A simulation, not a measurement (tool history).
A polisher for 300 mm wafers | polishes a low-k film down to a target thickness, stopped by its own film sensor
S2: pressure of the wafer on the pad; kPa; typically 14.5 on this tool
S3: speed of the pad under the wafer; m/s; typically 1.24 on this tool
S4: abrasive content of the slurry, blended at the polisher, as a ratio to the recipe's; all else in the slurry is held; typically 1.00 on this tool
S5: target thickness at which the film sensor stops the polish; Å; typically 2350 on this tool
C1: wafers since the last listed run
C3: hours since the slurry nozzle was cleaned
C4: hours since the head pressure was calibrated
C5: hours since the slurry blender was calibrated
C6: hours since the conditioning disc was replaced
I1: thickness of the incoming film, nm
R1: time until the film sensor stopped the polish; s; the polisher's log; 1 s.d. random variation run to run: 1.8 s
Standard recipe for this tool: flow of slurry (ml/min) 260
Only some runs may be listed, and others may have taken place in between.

{"run": 1, "hour": 0.0, "flow of slurry (ml/min)": 260, "S2": 14.5, "S3": 1.24, "S4": 1.0, "S5": 2350, "C1": 0, "wafers polished on this pad": 4977, "C3": 705.9, "C4": 292.6, "C5": 302.9, "C6": 881.7, "I1": 291.7, "R1": 95.2}
{"hour": 15.6, "done": "conditioning disc replaced and pad reconditioned"}
{"run": 2, "hour": 45.0, "flow of slurry (ml/min)": 325, "S2": 14.5, "S3": 1.24, "S4": 1.0, "S5": 2350, "C1": 491, "wafers polished on this pad": 5468, "C3": 750.9, "C4": 337.6, "C5": 347.9, "C6": 29.4, "I1": 289.7, "R1": 87.5}
{"hour": 94.7, "done": "slurry nozzle cleaned"}
{"run": 3, "hour": 146.1, "flow of slurry (ml/min)": 260, "S2": 14.5, "S3": 1.24, "S4": 0.75, "S5": 2350, "C1": 1143, "wafers polished on this pad": 6612, "C3": 51.4, "C4": 438.7, "C5": 449.0, "C6": 130.5, "I1": 295.9, "R1": 120.0}
{"run": 4, "hour": 241.3, "flow of slurry (ml/min)": 260, "S2": 13.1, "S3": 1.64, "S4": 0.75, "S5": 2290, "C1": 1087, "wafers polished on this pad": 7700, "C3": 146.6, "C4": 533.9, "C5": 544.2, "C6": 225.7, "I1": 290.5, "R1": 108.2}
{"run": 5, "hour": 283.3, "flow of slurry (ml/min)": 305, "S2": 14.5, "S3": 1.24, "S4": 1.0, "S5": 2350, "C1": 479, "wafers polished on this pad": 8180, "C3": 188.6, "C4": 575.9, "C5": 586.2, "C6": 267.7, "I1": 289.4, "R1": 84.3}
{"hour": 370.3, "done": "slurry blender recalibrated"}
{"run": 6, "hour": 386.2, "flow of slurry (ml/min)": 215, "S2": 14.5, "S3": 1.04, "S4": 1.15, "S5": 2350, "C1": 1152, "wafers polished on this pad": 9332, "C3": 291.5, "C4": 678.8, "C5": 15.9, "C6": 370.6, "I1": 293.3, "R1": 100.9}
{"hour": 407.4, "done": "worn pad replaced by a new one"}
{"run": 7, "hour": 479.3, "flow of slurry (ml/min)": 260, "S2": 13.1, "S3": 0.98, "S4": 0.85, "S5": 2230, "C1": 1017, "wafers polished on this pad": 821, "C3": 384.6, "C4": 771.9, "C5": 109.0, "C6": 463.7, "I1": 284.7, "R1": 142.5}
{"run": 8, "hour": 526.0, "flow of slurry (ml/min)": 305, "S2": 14.5, "S3": 1.24, "S4": 1.1, "S5": 2350, "C1": 533, "wafers polished on this pad": 1355, "C3": 431.3, "C4": 818.6, "C5": 155.7, "C6": 510.4, "I1": 290.0, "R1": 82.9}
{"hour": 547.0, "done": "head pressure recalibrated"}
{"run": 9, "hour": 602.9, "flow of slurry (ml/min)": 260, "S2": 11.7, "S3": 1.68, "S4": 0.8, "S5": 2350, "C1": 855, "wafers polished on this pad": 2211, "C3": 508.2, "C4": 55.9, "C5": 232.6, "C6": 587.3, "I1": 292.5, "R1": 113.3}
{"run": 10, "hour": 677.8, "flow of slurry (ml/min)": 345, "S2": 17.2, "S3": 1.24, "S4": 1.0, "S5": 2200, "C1": 855, "wafers polished on this pad": 3066, "C3": 583.1, "C4": 130.8, "C5": 307.5, "C6": 662.2, "I1": 291.9, "R1": 99.6}
{"run": 11, "hour": 740.3, "flow of slurry (ml/min)": 185, "S2": 14.5, "S3": 1.36, "S4": 1.0, "S5": 2350, "C1": 714, "wafers polished on this pad": 3780, "C3": 645.6, "C4": 193.3, "C5": 370.0, "C6": 724.7, "I1": 287.4, "R1": 85.8}
{"hour": 838.5, "done": "conditioning disc replaced and pad reconditioned"}
{"run": 12, "hour": 845.7, "flow of slurry (ml/min)": 310, "S2": 14.5, "S3": 1.24, "S4": 1.2, "S5": 2350, "C1": 1181, "wafers polished on this pad": 4962, "C3": 751.0, "C4": 298.7, "C5": 475.4, "C6": 7.2, "I1": 295.7, "R1": 92.2}
{"hour": 926.2, "done": "slurry nozzle cleaned"}
{"run": 13, "hour": 944.5, "flow of slurry (ml/min)": 260, "S2": 14.5, "S3": 1.24, "S4": 1.0, "S5": 2350, "C1": 1117, "wafers polished on this pad": 6079, "C3": 18.3, "C4": 397.5, "C5": 574.2, "C6": 106.0, "I1": 293.5, "R1": 99.2}
{"run": 14, "hour": 1019.9, "flow of slurry (ml/min)": 260, "S2": 14.5, "S3": 1.24, "S4": 1.0, "S5": 2280, "C1": 861, "wafers polished on this pad": 6941, "C3": 93.7, "C4": 472.9, "C5": 649.6, "C6": 181.4, "I1": 294.1, "R1": 111.1}
{"hour": 1082.1, "done": "slurry blender recalibrated"}
{"run": 15, "hour": 1123.6, "flow of slurry (ml/min)": 260, "S2": 14.5, "S3": 1.24, "S4": 0.8, "S5": 2350, "C1": 1161, "wafers polished on this pad": 8103, "C3": 197.4, "C4": 576.6, "C5": 41.5, "C6": 285.1, "I1": 293.7, "R1": 109.3}
{"hour": 1153.9, "done": "worn pad replaced by a new one"}
{"run": 16, "hour": 1161.5, "flow of slurry (ml/min)": 260, "S2": 14.5, "S3": 1.24, "S4": 1.0, "S5": 2350, "C1": 387, "wafers polished on this pad": 86, "C3": 235.3, "C4": 614.5, "C5": 79.4, "C6": 323.0, "I1": 295.6, "R1": 99.6}
{"run": 17, "hour": 1239.3, "flow of slurry (ml/min)": 285, "S2": 14.5, "S3": 1.66, "S4": 1.0, "S5": 2350, "C1": 888, "wafers polished on this pad": 975, "C3": 313.1, "C4": 692.3, "C5": 157.2, "C6": 400.8, "I1": 294.2, "R1": 76.6}
{"hour": 1452.8, "done": "head pressure recalibrated"}
{"run": 18, "hour": 1498.7, "flow of slurry (ml/min)": 260, "S2": 14.5, "S3": 1.24, "S4": 1.0, "S5": 2350, "C1": 2940, "wafers polished on this pad": 3916, "C3": 572.5, "C4": 45.9, "C5": 416.6, "C6": 660.2, "I1": 291.8, "R1": 100.7}
{"hour": 1545.6, "done": "conditioning disc replaced and pad reconditioned"}
{"run": 19, "hour": 1554.3, "flow of slurry (ml/min)": 260, "S2": 17.2, "S3": 0.94, "S4": 1.0, "S5": 2200, "C1": 612, "wafers polished on this pad": 4529, "C3": 628.1, "C4": 101.5, "C5": 472.2, "C6": 8.7, "I1": 288.6, "R1": 121.1}
{"run": 20, "hour": 1625.8, "flow of slurry (ml/min)": 310, "S2": 13.1, "S3": 1.24, "S4": 1.0, "S5": 2200, "C1": 816, "wafers polished on this pad": 5345, "C3": 699.6, "C4": 173.0, "C5": 543.7, "C6": 80.2, "I1": 295.2, "R1": 137.0}
{"hour": 1687.1, "done": "slurry nozzle cleaned"}
{"hour": 1845.1, "done": "slurry blender recalibrated"}
{"run": 21, "hour": 1868.1, "flow of slurry (ml/min)": 260, "S2": 14.5, "S3": 1.36, "S4": 1.0, "S5": 2350, "C1": 2734, "wafers polished on this pad": 8080, "C3": 181.0, "C4": 415.3, "C5": 23.0, "C6": 322.5, "I1": 294.2, "R1": 90.4}
{"run": 22, "hour": 1931.0, "flow of slurry (ml/min)": 260, "S2": 16.5, "S3": 1.24, "S4": 0.7, "S5": 2460, "C1": 718, "wafers polished on this pad": 8798, "C3": 243.9, "C4": 478.2, "C5": 85.9, "C6": 385.4, "I1": 291.4, "R1": 82.2}

Predict the results of run 23:
{"run": 23, "hour": 1993.3, "flow of slurry (ml/min)": 260, "S2": 17.2, "S3": 0.94, "S4": 1.0, "S5": 2200, "C1": 711, "wafers polished on this pad": 9510, "C3": 306.2, "C4": 540.5, "C5": 148.2, "C6": 447.7, "I1": 289.7, "R1": "?"}

{"run 23": {"R1": 117.5}}
If the tool had no hidden condition, the same run with the same run-to-run variation would have returned R1 127.8 s.
